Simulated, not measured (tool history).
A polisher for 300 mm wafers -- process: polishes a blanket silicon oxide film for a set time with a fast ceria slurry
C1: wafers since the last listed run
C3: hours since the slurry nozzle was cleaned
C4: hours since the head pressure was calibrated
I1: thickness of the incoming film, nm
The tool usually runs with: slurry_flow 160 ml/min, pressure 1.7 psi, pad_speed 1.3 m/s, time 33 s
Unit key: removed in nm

{"run": 1, "day": 0.0, "slurry_flow": 135, "pressure": 1.7, "pad_speed": 1.3, "time": 33, "C1": 0, "wafers polished on this pad": 1550, "C3": 397.1, "C4": 366.9, "I1": 2731.1, "removed": 391.3}
{"run": 2, "day": 2.275, "slurry_flow": 135, "pressure": 1.7, "pad_speed": 1.3, "time": 33, "C1": 570, "wafers polished on this pad": 2120, "C3": 451.7, "C4": 421.5, "I1": 2754, "removed": 387.2}
{"day": 8.175, "done": "slurry nozzle cleaned"}
{"run": 3, "day": 9.454, "slurry_flow": 160, "pressure": 1.7, "pad_speed": 1.3, "time": 33, "C1": 1790, "wafers polished on this pad": 3911, "C3": 30.7, "C4": 593.8, "I1": 2734.6, "removed": 423.3}
{"run": 4, "day": 10.579, "slurry_flow": 160, "pressure": 1.7, "pad_speed": 1.3, "time": 33, "C1": 282, "wafers polished on this pad": 4193, "C3": 57.7, "C4": 620.8, "I1": 2747, "removed": 420.8}
{"run": 5, "day": 13.529, "slurry_flow": 160, "pressure": 1.7, "pad_speed": 1.3, "time": 33, "C1": 739, "wafers polished on this pad": 4933, "C3": 128.5, "C4": 691.6, "I1": 2794.7, "removed": 428}
{"run": 6, "day": 15.133, "slurry_flow": 160, "pressure": 1.7, "pad_speed": 1.3, "time": 33, "C1": 402, "wafers polished on this pad": 5335, "C3": 167, "C4": 730.1, "I1": 2739.6, "removed": 422.1}
{"run": 7, "day": 17.396, "slurry_flow": 160, "pressure": 1.7, "pad_speed": 1.3, "time": 33, "C1": 567, "wafers polished on this pad": 5903, "C3": 221.3, "C4": 784.4, "I1": 2807.8, "removed": 422.3}
{"day": 17.975, "done": "worn pad replaced by a new one"}
{"run": 8, "day": 19.333, "slurry_flow": 160, "pressure": 1.7, "pad_speed": 1.3, "time": 33, "C1": 444, "wafers polished on this pad": 340, "C3": 267.8, "C4": 830.9, "I1": 2754.7, "removed": 422.2}
{"run": 9, "day": 20.717, "slurry_flow": 160, "pressure": 1.8, "pad_speed": 1.3, "time": 33, "C1": 347, "wafers polished on this pad": 687, "C3": 301, "C4": 864.1, "I1": 2784.6, "removed": 439.7}
{"run": 10, "day": 23.012, "slurry_flow": 160, "pressure": 1.7, "pad_speed": 1, "time": 33, "C1": 575, "wafers polished on this pad": 1263, "C3": 356.1, "C4": 919.2, "I1": 2761.8, "removed": 320.5}
{"run": 11, "day": 24.383, "slurry_flow": 160, "pressure": 1.7, "pad_speed": 1, "time": 33, "C1": 343, "wafers polished on this pad": 1607, "C3": 389, "C4": 952.1, "I1": 2786.5, "removed": 323}
{"run": 12, "day": 26.258, "slurry_flow": 160, "pressure": 1.7, "pad_speed": 1, "time": 33, "C1": 470, "wafers polished on this pad": 2077, "C3": 434, "C4": 997.1, "I1": 2731.5, "removed": 317.9}
{"run": 13, "day": 28.275, "slurry_flow": 160, "pressure": 1.7, "pad_speed": 1.3, "time": 33, "C1": 505, "wafers polished on this pad": 2583, "C3": 482.4, "C4": 1045.5, "I1": 2708.4, "removed": 417.8}
{"day": 31.888, "done": "slurry nozzle cleaned"}
{"run": 14, "day": 32.775, "slurry_flow": 190, "pressure": 1.5, "pad_speed": 1.76, "time": 33, "C1": 1118, "wafers polished on this pad": 3702, "C3": 21.3, "C4": 1153.5, "I1": 2719, "removed": 519}
{"run": 15, "day": 35.579, "slurry_flow": 160, "pressure": 1.7, "pad_speed": 1.62, "time": 27, "C1": 703, "wafers polished on this pad": 4405, "C3": 88.6, "C4": 1220.8, "I1": 2771.1, "removed": 438.9}
{"run": 16, "day": 36.654, "slurry_flow": 195, "pressure": 1.7, "pad_speed": 1.3, "time": 33, "C1": 269, "wafers polished on this pad": 4675, "C3": 114.4, "C4": 1246.6, "I1": 2795.5, "removed": 435.4}
{"run": 17, "day": 37.817, "slurry_flow": 170, "pressure": 1.7, "pad_speed": 1.3, "time": 33, "C1": 291, "wafers polished on this pad": 4966, "C3": 142.3, "C4": 1274.5, "I1": 2740.8, "removed": 425.1}
{"day": 39.629, "done": "worn pad replaced by a new one"}
{"run": 18, "day": 39.65, "slurry_flow": 160, "pressure": 1.7, "pad_speed": 1.3, "time": 33, "C1": 418, "wafers polished on this pad": 4, "C3": 186.3, "C4": 1318.5, "I1": 2781.2, "removed": 433.5}
{"run": 19, "day": 40.692, "slurry_flow": 160, "pressure": 2, "pad_speed": 0.9, "time": 43, "C1": 261, "wafers polished on this pad": 266, "C3": 211.3, "C4": 1343.5, "I1": 2801.4, "removed": 450.3}
{"day": 47.821, "done": "head pressure recalibrated"}
{"run": 20, "day": 48.612, "slurry_flow": 190, "pressure": 2, "pad_speed": 1.02, "time": 23, "C1": 1966, "wafers polished on this pad": 2232, "C3": 401.4, "C4": 19, "I1": 2744, "removed": 263.5}
{"run": 21, "day": 50.208, "slurry_flow": 160, "pressure": 1.7, "pad_speed": 1.3, "time": 33, "C1": 400, "wafers polished on this pad": 2632, "C3": 439.7, "C4": 57.3, "I1": 2771.9, "removed": 386}
{"run": 22, "day": 53.975, "slurry_flow": 160, "pressure": 1.7, "pad_speed": 1.3, "time": 33, "C1": 944, "wafers polished on this pad": 3577, "C3": 530.1, "C4": 147.7, "I1": 2717.7, "removed": 372.5}
{"day": 55.533, "done": "slurry nozzle cleaned"}
{"run": 23, "day": 56.533, "slurry_flow": 160, "pressure": 1.3, "pad_speed": 1.3, "time": 33, "C1": 631, "wafers polished on this pad": 4208, "C3": 24, "C4": 209.1, "I1": 2770.8, "removed": 315.7}
{"run": 24, "day": 58.288, "slurry_flow": 160, "pressure": 1.7, "pad_speed": 1.3, "time": 33, "C1": 440, "wafers polished on this pad": 4648, "C3": 66.1, "C4": 251.2, "I1": 2762.4, "removed": 411.1}
{"run": 25, "day": 60.912, "slurry_flow": 130, "pressure": 1.4, "pad_speed": 1.14, "time": 37, "C1": 658, "wafers polished on this pad": 5307, "C3": 129.1, "C4": 314.2, "I1": 2725.8, "removed": 323.9}
{"run": 26, "day": 61.954, "slurry_flow": 160, "pressure": 1.7, "pad_speed": 1.3, "time": 33, "C1": 261, "wafers polished on this pad": 5568, "C3": 154.1, "C4": 339.2, "I1": 2806.2, "removed": 417.9}
{"day": 63.662, "done": "worn pad replaced by a new one"}
{"run": 27, "day": 64.517, "slurry_flow": 140, "pressure": 1.2, "pad_speed": 1, "time": 36, "C1": 600, "wafers polished on this pad": 214, "C3": 215.6, "C4": 400.7, "I1": 2768.9, "removed": 243.7}
{"run": 28, "day": 67.321, "slurry_flow": 210, "pressure": 1.7, "pad_speed": 1.3, "time": 33, "C1": 703, "wafers polished on this pad": 917, "C3": 282.9, "C4": 468, "I1": 2752.9, "removed": 441.7}
{"run": 29, "day": 68.717, "slurry_flow": 115, "pressure": 1.7, "pad_speed": 1.7, "time": 33, "C1": 350, "wafers polished on this pad": 1267, "C3": 316.4, "C4": 501.5, "I1": 2783.8, "removed": 515.4}
{"run": 30, "day": 70.333, "slurry_flow": 160, "pressure": 1.7, "pad_speed": 1.3, "time": 33, "C1": 405, "wafers polished on this pad": 1673, "C3": 355.2, "C4": 540.3, "I1": 2741.9, "removed": 413.2}
{"run": 31, "day": 74.725, "slurry_flow": 130, "pressure": 1.5, "pad_speed": 1.58, "time": 27, "C1": 1101, "wafers polished on this pad": 2774, "C3": 460.6, "C4": 645.7, "I1": 2737.8, "removed": 347.3}
{"run": 32, "day": 77.229, "slurry_flow": 160, "pressure": 1.7, "pad_speed": 1.3, "time": 33, "C1": 628, "wafers polished on this pad": 3402, "C3": 520.7, "C4": 705.8, "I1": 2778, "removed": 412.5}
{"day": 77.421, "done": "slurry nozzle cleaned"}
{"run": 33, "day": 79.929, "slurry_flow": 160, "pressure": 1.7, "pad_speed": 1.3, "time": 21, "C1": 666, "wafers polished on this pad": 4069, "C3": 60.2, "C4": 770.6, "I1": 2752, "removed": 270.6}
{"run": 34, "day": 81.35, "slurry_flow": 145, "pressure": 2.2, "pad_speed": 1.64, "time": 41, "C1": 356, "wafers polished on this pad": 4426, "C3": 94.3, "C4": 804.7, "I1": 2721.5, "removed": 867}
{"day": 83.812, "done": "worn pad replaced by a new one"}
{"run": 35, "day": 87.896, "slurry_flow": 160, "pressure": 1.7, "pad_speed": 1.3, "time": 33, "C1": 1600, "wafers polished on this pad": 1024, "C3": 251.4, "C4": 961.8, "I1": 2778.5, "removed": 429.5}
{"run": 36, "day": 89.217, "slurry_flow": 160, "pressure": 1.5, "pad_speed": 1.3, "time": 33, "C1": 331, "wafers polished on this pad": 1355, "C3": 283.1, "C4": 993.5, "I1": 2780.3, "removed": 372.4}
{"run": 37, "day": 91.554, "slurry_flow": 160, "pressure": 1.5, "pad_speed": 1.12, "time": 40, "C1": 586, "wafers polished on this pad": 1942, "C3": 339.2, "C4": 1049.6, "I1": 2719.7, "removed": 397.5}

Here are 4 independent what-if runs from the current tool condition. What would each one return?
{"run": "A", "day": 91.571, "slurry_flow": 160, "pressure": 1.1, "pad_speed": 1.3, "time": 33, "C1": 4, "wafers polished on this pad": 1946, "C3": 339.6, "C4": 1050, "I1": 2774, "removed": "?"}
{"run": "B", "day": 91.571, "slurry_flow": 110, "pressure": 2.2, "pad_speed": 1.3, "time": 39, "C1": 4, "wafers polished on this pad": 1946, "C3": 339.6, "C4": 1050, "I1": 2774, "removed": "?"}
{"run": "C", "day": 91.571, "slurry_flow": 190, "pressure": 1.5, "pad_speed": 1.42, "time": 33, "C1": 4, "wafers polished on this pad": 1946, "C3": 339.6, "C4": 1050, "I1": 2774, "removed": "?"}
{"run": "D", "day": 91.571, "slurry_flow": 185, "pressure": 1.1, "pad_speed": 1.3, "time": 33, "C1": 4, "wafers polished on this pad": 1946, "C3": 339.6, "C4": 1050, "I1": 2774, "removed": "?"}

run=A removed=278.3
run=B removed=624.1
run=C removed=423.7
run=D removed=283.5
Stripped of hidden state, with their random variation kept, the same runs would have yielded:
run=A removed=264
run=B removed=595.6
run=C removed=401
run=D removed=268.4
